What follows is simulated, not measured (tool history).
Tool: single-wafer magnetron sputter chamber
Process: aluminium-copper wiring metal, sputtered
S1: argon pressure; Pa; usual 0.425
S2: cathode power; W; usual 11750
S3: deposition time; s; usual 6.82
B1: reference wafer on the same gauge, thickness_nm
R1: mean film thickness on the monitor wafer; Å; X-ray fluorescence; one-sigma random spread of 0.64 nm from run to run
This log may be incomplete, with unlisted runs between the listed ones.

run 1 hour=0.0 | S1=0.425 S2=12750 S3=6.82 | B1=129.786 | R1=1597.09
run 2 hour=33.5 | S1=0.425 S2=12750 S3=6.82 | B1=129.863 | R1=1585.66
run 3 hour=56.8 | S1=0.425 S2=11750 S3=7.76 | B1=130.036 | R1=1648.09
run 4 hour=72.5 | S1=0.425 S2=11750 S3=6.06 | B1=130.077 | R1=1289.47
run 5 hour=100.8 | S1=0.425 S2=11750 S3=6.06 | B1=130.244 | R1=1296.21
run 6 hour=133.0 | S1=0.425 S2=11750 S3=6.06 | B1=129.975 | R1=1254.11
run 7 hour=146.1 | S1=0.467 S2=11750 S3=6.82 | B1=130.002 | R1=1367.34
run 8 hour=161.1 | S1=0.425 S2=11750 S3=6.82 | B1=130.028 | R1=1412.39
run 9 hour=178.4 | S1=0.425 S2=11750 S3=6.82 | B1=129.865 | R1=1412.31
run 10 hour=205.1 | S1=0.425 S2=11750 S3=6.82 | B1=130.093 | R1=1398.60
run 11 hour=227.5 | S1=0.521 S2=9000 S3=5.86 | B1=129.935 | R1=908.15
run 12 hour=246.4 | S1=0.425 S2=11750 S3=5.62 | B1=129.979 | R1=1201.08
run 13 hour=269.2 | S1=0.549 S2=13150 S3=6.24 | B1=130.012 | R1=1380.43
run 14 hour=295.4 | S1=0.311 S2=11750 S3=7.68 | B1=129.922 | R1=1798.85
run 15 hour=326.1 | S1=0.425 S2=11750 S3=6.82 | B1=130.248 | R1=1463.31
run 16 hour=348.9 | S1=0.545 S2=12500 S3=7.55 | B1=130.243 | R1=1572.43
run 17 hour=382.8 | S1=0.425 S2=13450 S3=7.93 | B1=129.995 | R1=1923.87
run 18 hour=396.7 | S1=0.425 S2=11750 S3=6.82 | B1=129.934 | R1=1467.38
run 19 hour=416.9 | S1=0.425 S2=11750 S3=6.82 | B1=130.148 | R1=1469.15
run 20 hour=433.9 | S1=0.485 S2=12700 S3=7.49 | B1=129.888 | R1=1677.44
run 21 hour=450.5 | S1=0.425 S2=12750 S3=6.82 | B1=130.066 | R1=1588.65

Withheld: 6 entries from between the runs. Position of each, and hidden state at the listed run before versus the listed run after:
Run 5 -> run 6: sputter target and shields replaced (hour 130.2)
  deposition rate above that of a new target (%): -1.59 -> -4.1
  the result without the hidden state subtracted from the measured one, R1: -20.97 -> -53.65 Å
Run 10 -> run 11: sputter target and shields replaced, repeated, since the last time left the tool worse (hour 213.3)
  deposition rate above that of a new target (%): -4.42 -> -0.0987
  the result without the hidden state subtracted from the measured one, R1: -64.65 -> -0.90 Å
Run 12 -> run 13: gauge calibrated (hour 248.7)
  deposition rate above that of a new target (%): -0.149 -> -0.263
  the result without the hidden state subtracted from the measured one, R1: -1.79 -> -3.64 Å
Run 15 -> run 16: capacitance manometer re-zeroed and calibrated (hour 337.6); magnet pack replaced (hour 347.9)
  deposition rate above that of a new target (%): -0.803 -> -1.12
  the result without the hidden state subtracted from the measured one, R1: -11.84 -> -17.83 Å
Run 17 -> run 18: sputter target and shields replaced (hour 395.3)
  deposition rate above that of a new target (%): -1.7 -> -0.0929
  the result without the hidden state subtracted from the measured one, R1: -33.33 -> -1.36 Å
